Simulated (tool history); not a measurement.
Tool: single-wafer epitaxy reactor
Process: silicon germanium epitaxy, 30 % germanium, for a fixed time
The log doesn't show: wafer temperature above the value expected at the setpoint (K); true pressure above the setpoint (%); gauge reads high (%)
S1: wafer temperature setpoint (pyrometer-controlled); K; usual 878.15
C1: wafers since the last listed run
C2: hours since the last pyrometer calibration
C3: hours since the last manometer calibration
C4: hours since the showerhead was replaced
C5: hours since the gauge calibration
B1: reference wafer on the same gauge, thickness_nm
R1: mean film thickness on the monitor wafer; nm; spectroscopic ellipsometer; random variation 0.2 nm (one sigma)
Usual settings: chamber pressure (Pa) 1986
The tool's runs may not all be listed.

run 1 hour=0.0 | S1=878.15 chamber_pressure_(Pa)=1986 | C1=0 C2=2352.7 C3=2528.1 C4=4002.5 C5=324.6 | B1=53.698 | R1=54.737
run 2 hour=34.2 | S1=878.15 chamber_pressure_(Pa)=1986 | C1=811 C2=2386.9 C3=2562.3 C4=4036.7 C5=358.8 | B1=53.655 | R1=54.210
run 3 hour=49.8 | S1=878.15 chamber_pressure_(Pa)=1986 | C1=370 C2=2402.5 C3=2577.9 C4=4052.3 C5=374.4 | B1=53.548 | R1=53.825
run 4 hour=83.7 | S1=878.15 chamber_pressure_(Pa)=1986 | C1=804 C2=2436.4 C3=2611.8 C4=4086.2 C5=408.3 | B1=53.479 | R1=54.301
run 5 hour=95.9 | S1=878.15 chamber_pressure_(Pa)=1986 | C1=289 C2=2448.6 C3=2624.0 C4=4098.4 C5=420.5 | B1=53.532 | R1=54.553
-- hour=171.5 gauge calibrated
run 6 hour=202.9 | S1=878.15 chamber_pressure_(Pa)=1986 | C1=2538 C2=2555.6 C3=2731.0 C4=4205.4 C5=31.4 | B1=54.267 | R1=55.159
run 7 hour=235.6 | S1=881.15 chamber_pressure_(Pa)=1627 | C1=775 C2=2588.3 C3=2763.7 C4=4238.1 C5=64.1 | B1=54.180 | R1=53.521
run 8 hour=267.4 | S1=881.15 chamber_pressure_(Pa)=1627 | C1=754 C2=2620.1 C3=2795.5 C4=4269.9 C5=95.9 | B1=54.093 | R1=53.406
run 9 hour=297.1 | S1=878.15 chamber_pressure_(Pa)=1986 | C1=704 C2=2649.8 C3=2825.2 C4=4299.6 C5=125.6 | B1=54.071 | R1=54.988
run 10 hour=309.5 | S1=878.15 chamber_pressure_(Pa)=1986 | C1=294 C2=2662.2 C3=2837.6 C4=4312.0 C5=138.0 | B1=54.082 | R1=54.892
run 11 hour=334.6 | S1=890.15 chamber_pressure_(Pa)=1986 | C1=595 C2=2687.3 C3=2862.7 C4=4337.1 C5=163.1 | B1=54.050 | R1=70.293
run 12 hour=366.8 | S1=890.15 chamber_pressure_(Pa)=1986 | C1=763 C2=2719.5 C3=2894.9 C4=4369.3 C5=195.3 | B1=53.958 | R1=69.231
run 13 hour=384.0 | S1=890.15 chamber_pressure_(Pa)=1986 | C1=407 C2=2736.7 C3=2912.1 C4=4386.5 C5=212.5 | B1=53.849 | R1=69.633
run 14 hour=396.7 | S1=874.15 chamber_pressure_(Pa)=1986 | C1=301 C2=2749.4 C3=2924.8 C4=4399.2 C5=225.2 | B1=53.837 | R1=50.217
run 15 hour=418.4 | S1=870.15 chamber_pressure_(Pa)=2466 | C1=514 C2=2771.1 C3=2946.5 C4=4420.9 C5=246.9 | B1=53.776 | R1=51.087
-- hour=426.6 capacitance manometer re-zeroed and calibrated
run 16 hour=441.5 | S1=881.15 chamber_pressure_(Pa)=1627 | C1=358 C2=2794.2 C3=14.9 C4=4444.0 C5=270.0 | B1=53.735 | R1=52.903
run 17 hour=458.3 | S1=890.15 chamber_pressure_(Pa)=1986 | C1=398 C2=2811.0 C3=31.7 C4=4460.8 C5=286.8 | B1=53.709 | R1=69.405
-- hour=475.0 pyrometer calibrated
run 18 hour=484.1 | S1=885.15 chamber_pressure_(Pa)=1986 | C1=422 C2=9.1 C3=57.5 C4=4486.6 C5=312.6 | B1=53.647 | R1=62.886
run 19 hour=496.4 | S1=878.15 chamber_pressure_(Pa)=1787 | C1=291 C2=21.4 C3=69.8 C4=4498.9 C5=324.9 | B1=53.680 | R1=51.914
run 20 hour=510.6 | S1=871.15 chamber_pressure_(Pa)=2333 | C1=336 C2=35.6 C3=84.0 C4=4513.1 C5=339.1 | B1=53.631 | R1=50.472
run 21 hour=532.3 | S1=873.15 chamber_pressure_(Pa)=2306 | C1=514 C2=57.3 C3=105.7 C4=4534.8 C5=360.8 | B1=53.638 | R1=52.301
-- hour=546.2 showerhead replaced
run 22 hour=571.1 | S1=878.15 chamber_pressure_(Pa)=1986 | C1=730 C2=96.1 C3=144.5 C4=24.9 C5=399.6 | B1=53.410 | R1=54.136
-- hour=647.1 gauge calibrated
run 23 hour=661.3 | S1=878.15 chamber_pressure_(Pa)=1986 | C1=2139 C2=186.3 C3=234.7 C4=115.1 C5=14.2 | B1=54.439 | R1=54.717
run 24 hour=760.9 | S1=889.15 chamber_pressure_(Pa)=1747 | C1=2362 C2=285.9 C3=334.3 C4=214.7 C5=113.8 | B1=54.233 | R1=65.042

The next listed run, before its measurement:
run 25 hour=794.3 | S1=873.15 chamber_pressure_(Pa)=1507 | C1=792 C2=319.3 C3=367.7 C4=248.1 C5=147.2 | B1=? | R1=?

B1: 54.142
R1: 43.279 nm
Without the tool's hidden state the same run would have given R1 43.534 nm.

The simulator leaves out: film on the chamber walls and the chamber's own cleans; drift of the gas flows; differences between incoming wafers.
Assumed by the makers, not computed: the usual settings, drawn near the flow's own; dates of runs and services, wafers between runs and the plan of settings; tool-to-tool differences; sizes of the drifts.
